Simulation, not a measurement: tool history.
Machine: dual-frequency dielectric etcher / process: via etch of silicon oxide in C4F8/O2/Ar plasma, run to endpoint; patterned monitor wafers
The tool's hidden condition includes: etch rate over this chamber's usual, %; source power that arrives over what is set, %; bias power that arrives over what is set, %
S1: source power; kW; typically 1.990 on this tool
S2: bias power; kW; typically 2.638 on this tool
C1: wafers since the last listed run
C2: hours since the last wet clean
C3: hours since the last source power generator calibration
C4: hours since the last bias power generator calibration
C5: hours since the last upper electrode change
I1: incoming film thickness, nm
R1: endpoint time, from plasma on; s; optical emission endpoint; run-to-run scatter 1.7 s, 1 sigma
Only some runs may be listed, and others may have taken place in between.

run 1 hour=0.0 | S1=1.990 S2=2.638 | C1=0 C2=457.8 C3=746.9 C4=2276.2 C5=4273.3 | I1=1385.0 | R1=228.8
run 2 hour=51.0 | S1=1.790 S2=2.406 | C1=193 C2=508.8 C3=797.9 C4=2327.2 C5=4324.3 | I1=1407.8 | R1=250.6
-- hour=113.6 wet clean of the chamber
run 3 hour=114.1 | S1=1.790 S2=2.406 | C1=148 C2=0.5 C3=861.0 C4=2390.3 C5=4387.4 | I1=1390.9 | R1=259.4
run 4 hour=165.0 | S1=1.990 S2=2.900 | C1=193 C2=51.4 C3=911.9 C4=2441.2 C5=4438.3 | I1=1393.0 | R1=227.2
run 5 hour=200.4 | S1=1.990 S2=2.900 | C1=134 C2=86.8 C3=947.3 C4=2476.6 C5=4473.7 | I1=1389.5 | R1=226.1
run 6 hour=248.6 | S1=1.990 S2=2.900 | C1=183 C2=135.0 C3=995.5 C4=2524.8 C5=4521.9 | I1=1400.1 | R1=225.5
run 7 hour=276.3 | S1=1.990 S2=2.638 | C1=105 C2=162.7 C3=1023.2 C4=2552.5 C5=4549.6 | I1=1401.6 | R1=235.7
run 8 hour=332.3 | S1=1.990 S2=2.638 | C1=212 C2=218.7 C3=1079.2 C4=2608.5 C5=4605.6 | I1=1406.1 | R1=234.3
run 9 hour=394.3 | S1=1.990 S2=2.638 | C1=235 C2=280.7 C3=1141.2 C4=2670.5 C5=4667.6 | I1=1396.0 | R1=230.6
run 10 hour=481.6 | S1=1.990 S2=3.057 | C1=331 C2=368.0 C3=1228.5 C4=2757.8 C5=4754.9 | I1=1403.6 | R1=214.3
run 11 hour=534.8 | S1=1.990 S2=3.057 | C1=202 C2=421.2 C3=1281.7 C4=2811.0 C5=4808.1 | I1=1400.9 | R1=216.4
run 12 hour=593.5 | S1=1.650 S2=2.638 | C1=223 C2=479.9 C3=1340.4 C4=2869.7 C5=4866.8 | I1=1385.2 | R1=243.2
run 13 hour=643.7 | S1=1.650 S2=2.638 | C1=190 C2=530.1 C3=1390.6 C4=2919.9 C5=4917.0 | I1=1387.1 | R1=242.3
run 14 hour=682.0 | S1=1.650 S2=2.999 | C1=145 C2=568.4 C3=1428.9 C4=2958.2 C5=4955.3 | I1=1405.1 | R1=232.3
run 15 hour=732.8 | S1=1.990 S2=2.638 | C1=193 C2=619.2 C3=1479.7 C4=3009.0 C5=5006.1 | I1=1404.6 | R1=229.1
run 16 hour=787.2 | S1=1.790 S2=2.406 | C1=206 C2=673.6 C3=1534.1 C4=3063.4 C5=5060.5 | I1=1398.4 | R1=244.4
-- hour=832.2 wet clean of the chamber
run 17 hour=856.0 | S1=2.180 S2=2.638 | C1=170 C2=23.8 C3=1602.9 C4=3132.2 C5=5129.3 | I1=1391.1 | R1=229.1
-- hour=885.9 bias power generator calibrated
-- hour=908.9 upper electrode replaced
run 18 hour=909.4 | S1=2.310 S2=2.325 | C1=100 C2=77.2 C3=1656.3 C4=23.5 C5=0.5 | I1=1393.3 | R1=238.3
run 19 hour=949.2 | S1=1.760 S2=2.993 | C1=151 C2=117.0 C3=1696.1 C4=63.3 C5=40.3 | I1=1408.5 | R1=236.9
-- hour=962.3 source power generator calibrated
run 20 hour=994.9 | S1=1.540 S2=2.441 | C1=158 C2=162.7 C3=32.6 C4=109.0 C5=86.0 | I1=1401.9 | R1=270.2
run 21 hour=1030.5 | S1=1.990 S2=2.638 | C1=135 C2=198.3 C3=68.2 C4=144.6 C5=121.6 | I1=1413.2 | R1=235.4
run 22 hour=1078.8 | S1=1.990 S2=2.638 | C1=183 C2=246.6 C3=116.5 C4=192.9 C5=169.9 | I1=1409.0 | R1=237.4
run 23 hour=1114.9 | S1=1.990 S2=2.638 | C1=137 C2=282.7 C3=152.6 C4=229.0 C5=206.0 | I1=1387.5 | R1=232.0
run 24 hour=1158.1 | S1=1.550 S2=3.137 | C1=164 C2=325.9 C3=195.8 C4=272.2 C5=249.2 | I1=1404.4 | R1=236.6
run 25 hour=1214.7 | S1=2.120 S2=2.638 | C1=215 C2=382.5 C3=252.4 C4=328.8 C5=305.8 | I1=1405.2 | R1=227.4
run 26 hour=1269.0 | S1=2.280 S2=3.112 | C1=206 C2=436.8 C3=306.7 C4=383.1 C5=360.1 | I1=1395.4 | R1=205.6
run 27 hour=1307.1 | S1=1.550 S2=2.095 | C1=144 C2=474.9 C3=344.8 C4=421.2 C5=398.2 | I1=1387.6 | R1=283.2

Forecast each of these 3 alternatives for the next run:
run A hour=1307.6 | S1=1.990 S2=2.638 | C1=1 C2=475.4 C3=345.3 C4=421.7 C5=398.7 | I1=1385.8 | R1=?
run B hour=1307.6 | S1=1.990 S2=2.158 | C1=1 C2=475.4 C3=345.3 C4=421.7 C5=398.7 | I1=1385.8 | R1=?
run C hour=1307.6 | S1=1.990 S2=2.896 | C1=1 C2=475.4 C3=345.3 C4=421.7 C5=398.7 | I1=1385.8 | R1=?

run=A R1=229.1
run=B R1=251.0
run=C R1=219.8
Stripped of hidden state, with their random variation kept, the same runs would have yielded:
run=A R1=237.0
run=B R1=259.6
run=C R1=227.4
